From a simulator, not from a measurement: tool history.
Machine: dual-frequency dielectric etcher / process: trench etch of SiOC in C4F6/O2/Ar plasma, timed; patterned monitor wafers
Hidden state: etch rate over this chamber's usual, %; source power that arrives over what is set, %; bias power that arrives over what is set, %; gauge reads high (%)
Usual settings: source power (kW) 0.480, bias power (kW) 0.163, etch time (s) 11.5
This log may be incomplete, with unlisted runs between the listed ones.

| run | day | source power (kW) | bias power (kW) | etch time (s) | wafers since the last listed run | hours since the last wet clean | hours since the last source power generator calibration | hours since the last bias power generator calibration | hours since the last upper electrode change | hours since the gauge calibration | read-back reference wafer on the same gauge, depth_nm | mean etch depth across the wafer (angstrom) |
|---|---|---|---|---|---|---|---|---|---|---|---|---|
| 1 | 0.000 | 0.480 | 0.132 | 11.5 | 0 | 0.5 | 1208.2 | 1991.5 | 2913.0 | 1898.2 | 29.98 | 248.7 |
| 2 | 3.221 | 0.480 | 0.187 | 9.5 | 1488 | 77.8 | 1285.5 | 2068.8 | 2990.3 | 1975.5 | 29.97 | 218.9 |
|  | 5.792 | upper electrode replaced |
| 3 | 5.812 | 0.480 | 0.163 | 11.5 | 735 | 140.0 | 1347.7 | 2131.0 | 0.5 | 2037.7 | 30.00 | 260.1 |
| 4 | 7.325 | 0.480 | 0.163 | 11.5 | 699 | 176.3 | 1384.0 | 2167.3 | 36.8 | 2074.0 | 30.02 | 259.4 |
| 5 | 9.129 | 0.480 | 0.163 | 11.5 | 834 | 219.6 | 1427.3 | 2210.6 | 80.1 | 2117.3 | 30.04 | 261.0 |
| 6 | 11.558 | 0.480 | 0.163 | 11.5 | 1122 | 277.9 | 1485.6 | 2268.9 | 138.4 | 2175.6 | 30.00 | 260.3 |
| 7 | 14.458 | 0.480 | 0.163 | 11.5 | 1340 | 347.5 | 1555.2 | 2338.5 | 208.0 | 2245.2 | 29.98 | 261.1 |
|  | 21.129 | gauge calibrated |
| 8 | 25.050 | 0.570 | 0.163 | 11.5 | 4896 | 601.7 | 1809.4 | 2592.7 | 462.2 | 94.1 | 29.98 | 288.6 |
|  | 28.638 | wet clean of the chamber |
| 9 | 29.096 | 0.550 | 0.130 | 13.0 | 1408 | 11.0 | 1906.5 | 2689.8 | 559.3 | 191.2 | 30.02 | 297.7 |
| 10 | 33.383 | 0.480 | 0.127 | 11.5 | 1982 | 113.9 | 2009.4 | 2792.7 | 662.2 | 294.1 | 30.00 | 247.1 |
| 11 | 34.962 | 0.480 | 0.163 | 11.5 | 730 | 151.8 | 2047.3 | 2830.6 | 700.1 | 332.0 | 30.00 | 256.9 |
| 12 | 37.129 | 0.440 | 0.163 | 11.5 | 1001 | 203.8 | 2099.3 | 2882.6 | 752.1 | 384.0 | 30.02 | 247.6 |
| 13 | 39.779 | 0.420 | 0.149 | 13.0 | 1225 | 267.4 | 2162.9 | 2946.2 | 815.7 | 447.6 | 29.99 | 269.8 |
|  | 42.738 | source power generator calibrated |
|  | 43.946 | bias power generator calibrated |
| 14 | 46.825 | 0.480 | 0.184 | 14.5 | 3103 | 436.5 | 98.1 | 69.1 | 984.8 | 616.7 | 30.00 | 345.3 |
| 15 | 49.479 | 0.370 | 0.203 | 11.5 | 1226 | 500.2 | 161.8 | 132.8 | 1048.5 | 680.4 | 30.00 | 247.8 |
| 16 | 52.675 | 0.370 | 0.163 | 13.5 | 1477 | 576.9 | 238.5 | 209.5 | 1125.2 | 757.1 | 30.02 | 278.4 |
| 17 | 56.683 | 0.570 | 0.123 | 13.5 | 1852 | 673.1 | 334.7 | 305.7 | 1221.4 | 853.3 | 29.98 | 332.5 |
| 18 | 60.779 | 0.570 | 0.123 | 13.5 | 1893 | 771.4 | 433.0 | 404.0 | 1319.7 | 951.6 | 30.02 | 334.8 |
|  | 63.308 | wet clean of the chamber |
| 19 | 63.329 | 0.480 | 0.163 | 11.5 | 716 | 0.5 | 494.2 | 465.2 | 1380.9 | 1012.8 | 29.98 | 262.6 |
| 20 | 70.904 | 0.560 | 0.163 | 11.5 | 3501 | 182.3 | 676.0 | 647.0 | 1562.7 | 1194.6 | 30.00 | 285.4 |
| 21 | 74.262 | 0.480 | 0.134 | 11.5 | 1552 | 262.9 | 756.6 | 727.6 | 1643.3 | 1275.2 | 30.00 | 257.3 |
| 22 | 78.138 | 0.480 | 0.163 | 11.5 | 1791 | 355.9 | 849.6 | 820.6 | 1736.3 | 1368.2 | 30.00 | 267.5 |
| 23 | 80.008 | 0.480 | 0.163 | 11.5 | 864 | 400.8 | 894.5 | 865.5 | 1781.2 | 1413.1 | 29.97 | 267.3 |
| 24 | 82.150 | 0.480 | 0.163 | 11.5 | 990 | 452.2 | 945.9 | 916.9 | 1832.6 | 1464.5 | 30.02 | 267.5 |
| 25 | 86.592 | 0.480 | 0.163 | 11.5 | 2053 | 558.8 | 1052.5 | 1023.5 | 1939.2 | 1571.1 | 30.01 | 269.8 |
| 26 | 89.550 | 0.520 | 0.163 | 13.0 | 1367 | 629.8 | 1123.5 | 1094.5 | 2010.2 | 1642.1 | 30.01 | 317.6 |
|  | 92.208 | wet clean of the chamber |
| 27 | 92.521 | 0.480 | 0.194 | 11.5 | 911 | 7.5 | 1194.8 | 1165.8 | 2081.5 | 1713.4 | 29.98 | 266.1 |
| 28 | 95.475 | 0.550 | 0.163 | 14.5 | 1365 | 78.4 | 1265.7 | 1236.7 | 2152.4 | 1784.3 | 30.02 | 348.3 |
| 29 | 99.275 | 0.480 | 0.163 | 11.5 | 1756 | 169.6 | 1356.9 | 1327.9 | 2243.6 | 1875.5 | 30.01 | 259.0 |

Give the tool's hidden conditions for every run:
bias power that arrives over what is set, %: 0 across all the runs
gauge reads high (%): 0 across all the runs
H1: etch rate over this chamber's usual, %
H2: source power that arrives over what is set, %
| run | H1 | H2 |
|---|---|---|
| 1 | -0.344 | -3.36 |
| 2 | 0.104 | -3.55 |
| 3 | 0.464 | -3.7 |
| 4 | 0.675 | -3.79 |
| 5 | 0.926 | -3.9 |
| 6 | 1.26 | -4.04 |
| 7 | 1.67 | -4.21 |
| 8 | 3.14 | -4.83 |
| 9 | -0.0435 | -5.07 |
| 10 | 0.553 | -5.32 |
| 11 | 0.773 | -5.41 |
| 12 | 1.07 | -5.54 |
| 13 | 1.44 | -5.69 |
| 14 | 2.42 | -0.376 |
| 15 | 2.79 | -0.531 |
| 16 | 3.24 | -0.718 |
| 17 | 3.8 | -0.953 |
| 18 | 4.37 | -1.19 |
| 19 | 0.46 | -1.34 |
| 20 | 1.51 | -1.79 |
| 21 | 1.98 | -1.98 |
| 22 | 2.52 | -2.21 |
| 23 | 2.78 | -2.32 |
| 24 | 3.08 | -2.44 |
| 25 | 3.7 | -2.7 |
| 26 | 4.11 | -2.88 |
| 27 | -0.737 | -3.05 |
| 28 | -0.326 | -3.22 |
| 29 | 0.202 | -3.45 |
